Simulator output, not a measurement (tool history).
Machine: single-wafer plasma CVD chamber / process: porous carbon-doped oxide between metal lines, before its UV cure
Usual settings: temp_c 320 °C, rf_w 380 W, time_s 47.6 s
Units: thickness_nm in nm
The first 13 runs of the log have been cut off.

run,hour,temp_c,rf_w,time_s,"read-back reference wafer on the same gauge, thickness_nm",thickness_nm
# hour 953.3: RF generator calibrated
14,958.4,320,355,47.6,220.117,192.542
15,1026.9,320,355,47.6,219.902,192.706
16,1258.1,320,380,47.6,220.042,202.808
17,1307.4,306,405,47.6,219.903,223.472
18,1388.5,330,305,42.9,219.882,151.968
# hour 1457.8: thermocouple changed; heater temperature recalibrated, repeated, since the last time left the tool worse
19,1478.4,331,380,47.6,220.009,196.525
20,1604.9,326,440,47.6,220.113,224.96
21,1661.6,320,320,47.6,219.736,184.443
22,1764.3,311,320,50.2,220.265,202.997
23,1836.2,320,380,47.6,220.053,209.697
# hour 1853.3: gauge calibrated
24,1907.6,308,350,38.7,220.126,171.568
25,2013.3,320,380,47.6,219.769,208.735
26,2086,320,380,47.6,220.032,210.151

What will run 27 give?
27,2128,329,380,52.5,?,?

{"run 27": {"read-back reference wafer on the same gauge, thickness_nm": 220.072, "thickness_nm": 222.432}}
With no hidden state in the tool, this same run would have given thickness_nm 220.228 nm.
